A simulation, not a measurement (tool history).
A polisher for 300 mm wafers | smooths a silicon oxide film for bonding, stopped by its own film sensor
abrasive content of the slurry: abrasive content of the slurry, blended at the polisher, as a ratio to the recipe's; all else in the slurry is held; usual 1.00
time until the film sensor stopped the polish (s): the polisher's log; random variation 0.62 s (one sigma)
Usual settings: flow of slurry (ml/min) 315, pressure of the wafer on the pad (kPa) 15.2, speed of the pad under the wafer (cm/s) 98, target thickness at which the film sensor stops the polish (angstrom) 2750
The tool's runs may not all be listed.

run,hour,flow of slurry (ml/min),pressure of the wafer on the pad (kPa),speed of the pad under the wafer (cm/s),abrasive content of the slurry,target thickness at which the film sensor stops the polish (angstrom),"incoming thickness of the incoming film, nm",time until the film sensor stopped the polish (s)
1,0.0,360,15.2,98,1.00,2750,326.9,67.8
2,62.8,315,15.2,98,1.00,2750,321.8,61.8
3,90.5,315,15.2,106,1.00,2700,324.9,68.3
4,128.2,315,15.2,98,1.00,2750,315.7,54.5
5,186.5,315,15.2,98,1.00,2750,318.8,57.1
# hour 209.8: slurry nozzle cleaned
6,215.9,315,15.2,98,1.00,2750,317.6,56.6
# hour 237.8: slurry blender recalibrated
7,250.8,315,15.2,98,1.00,2750,315.5,50.1
8,321.7,315,15.2,114,1.00,2910,320.0,33.1
# hour 358.0: worn pad replaced by a new one
9,390.5,405,15.2,98,1.00,2710,322.0,64.7
10,448.4,280,13.1,98,0.75,2750,320.0,80.6
11,490.5,405,19.3,114,1.15,2750,322.5,40.6
12,525.6,315,17.9,98,0.75,2750,322.7,62.1
# hour 669.5: slurry nozzle cleaned
13,703.8,315,15.2,98,1.00,2750,324.1,64.6
14,763.7,345,15.2,98,1.25,2690,321.1,62.4
15,801.2,360,20.0,98,1.15,2880,320.4,29.7
# hour 819.4: head pressure recalibrated
# hour 831.3: slurry blender recalibrated
16,866.0,315,10.3,98,0.75,2840,318.0,71.0
# hour 923.8: worn pad replaced by a new one
17,937.4,315,15.2,98,1.00,2750,320.4,57.1
18,971.1,390,15.2,98,1.10,2630,319.7,68.1
19,1000.5,350,12.4,98,1.00,2750,324.5,76.4
20,1030.7,420,12.4,68,1.15,2750,320.3,79.7
21,1080.7,315,15.2,98,1.00,2750,317.8,55.8
22,1116.5,370,15.2,98,1.20,2750,316.5,49.3
# hour 1132.0: slurry nozzle cleaned
23,1167.0,270,11.7,114,1.00,2630,325.3,99.5

Run 24 comes next. What will it give?
24,1205.4,315,19.3,76,1.00,2840,323.9,?

{"run 24": {"time until the film sensor stopped the polish (s)": 48.6}}
Without the tool's hidden state the same run would have given time until the film sensor stopped the polish (s) 44.5.
